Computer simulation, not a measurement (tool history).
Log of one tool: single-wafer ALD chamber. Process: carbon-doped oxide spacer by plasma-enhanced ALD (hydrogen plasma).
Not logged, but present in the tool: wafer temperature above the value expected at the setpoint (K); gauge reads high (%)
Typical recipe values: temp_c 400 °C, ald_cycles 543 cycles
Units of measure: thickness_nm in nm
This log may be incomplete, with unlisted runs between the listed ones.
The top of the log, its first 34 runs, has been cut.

run,hour,temp_c,ald_cycles,wafers since the last listed run,hours since the last thermocouple change,hours since the gauge calibration,"read-back reference wafer on the same gauge, thickness_nm",thickness_nm
35,938.2,411,577,15,536.6,414.6,29.287,29.182
36,967.6,409,593,29,566.0,444.0,29.320,30.096
37,999.7,407,543,32,598.1,476.1,29.277,27.800
38,1014.1,400,644,14,612.5,490.5,29.306,33.508
39,1037.7,406,499,23,636.1,514.1,29.294,25.510
40,1064.0,400,543,26,662.4,540.4,29.291,28.388
41,1095.6,400,495,31,694.0,572.0,29.310,25.843
42,1119.8,400,462,24,718.2,596.2,29.285,24.025
43,1166.7,387,645,46,765.1,643.1,29.292,33.633
44,1199.4,400,499,32,797.8,675.8,29.273,25.963
45,1212.1,406,571,12,810.5,688.5,29.301,29.209
46,1236.5,394,590,24,834.9,712.9,29.312,30.725

Here are 4 independent what-if runs from the current tool condition. What would each one return?
A,1237.7,400,543,1,836.1,714.1,?,?
B,1237.7,405,641,1,836.1,714.1,?,?
C,1237.7,400,648,1,836.1,714.1,?,?
D,1237.7,389,489,1,836.1,714.1,?,?

run,"read-back reference wafer on the same gauge, thickness_nm",thickness_nm
A,29.280,28.235
B,29.280,32.814
C,29.280,33.695
D,29.280,25.427
With the hidden condition removed and each run's random variation left untouched, the same runs would have given:
run,thickness_nm
A,28.235
B,32.814
C,33.695
D,25.427

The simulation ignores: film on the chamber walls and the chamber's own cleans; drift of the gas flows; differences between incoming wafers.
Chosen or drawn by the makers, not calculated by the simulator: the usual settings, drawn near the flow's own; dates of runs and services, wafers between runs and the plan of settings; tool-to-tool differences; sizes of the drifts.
